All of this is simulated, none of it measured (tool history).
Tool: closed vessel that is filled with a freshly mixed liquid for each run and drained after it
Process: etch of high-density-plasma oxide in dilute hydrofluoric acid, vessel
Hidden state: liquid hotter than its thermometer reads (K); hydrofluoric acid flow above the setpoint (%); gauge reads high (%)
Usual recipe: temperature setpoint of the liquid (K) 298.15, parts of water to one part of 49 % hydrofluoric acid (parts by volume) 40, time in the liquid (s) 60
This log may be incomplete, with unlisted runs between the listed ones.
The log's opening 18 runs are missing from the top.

run	hour	temperature setpoint of the liquid (K)	parts of water to one part of 49 % hydrofluoric acid (parts by volume)	time in the liquid (s)	wafers since the last listed run	hours since the thermometer was replaced	hours since the hydrofluoric acid flow meter was replaced	hours since the gauge calibration	read-back film thickness of the high-density-plasma oxide reference wafer, read on the same gauge (nm)	thickness taken off the high-density-plasma oxide on a monitor wafer (angstrom)
19	250.2	298.15	40	60	1746	100.7	1048.1	301	50.05	87.2
20	260.2	298.15	20	60	1256	110.7	1058.1	311	50.01	179.6
21	273.9	298.15	40	60	1721	124.4	1071.8	324.7	50.02	88.3
# hour 276.9: hydrofluoric acid flow meter replaced
# hour 285.2: gauge calibrated
22	290.1	298.15	25	80	1909	140.6	13.2	4.9	49.99	190.9
23	303.7	296.65	60	90	1708	154.2	26.8	18.5	49.98	81
24	317.1	298.15	55	30	1683	167.6	40.2	31.9	50.04	31.2
25	328.1	298.15	40	60	1381	178.6	51.2	42.9	50.01	87.5
26	337.4	298.15	40	90	1168	187.9	60.5	52.2	49.96	132.1
27	343.5	302.65	50	70	766	194	66.6	58.3	50.01	96.9
28	359.9	298.15	40	60	2060	210.4	83	74.7	50.01	88.8
29	370.9	299.65	30	30	1381	221.4	94	85.7	50	63.2
30	382.4	301.15	20	45	1444	232.9	105.5	97.2	49.99	154.5
31	394	296.65	50	90	1457	244.5	117.1	108.8	50	97.8
32	405.5	293.65	40	60	1444	256	128.6	120.3	50.02	73.8
33	412.8	296.15	40	60	917	263.3	135.9	127.6	49.99	81.4

Predict each of these 3 candidate next runs independently; none follows another, all start after run 33:
A	413.5	298.15	40	60	87	264	136.6	128.3	?	?
B	413.5	301.65	30	60	87	264	136.6	128.3	?	?
C	413.5	299.65	40	60	87	264	136.6	128.3	?	?

run	read-back film thickness of the high-density-plasma oxide reference wafer, read on the same gauge (nm)	thickness taken off the high-density-plasma oxide on a monitor wafer (angstrom)
A	50	88.5
B	50	138
C	50	94.1
Stripped of hidden state, with their random variation kept, the same runs would have yielded:
run	thickness taken off the high-density-plasma oxide on a monitor wafer (angstrom)
A	87.2
B	136
C	92.7
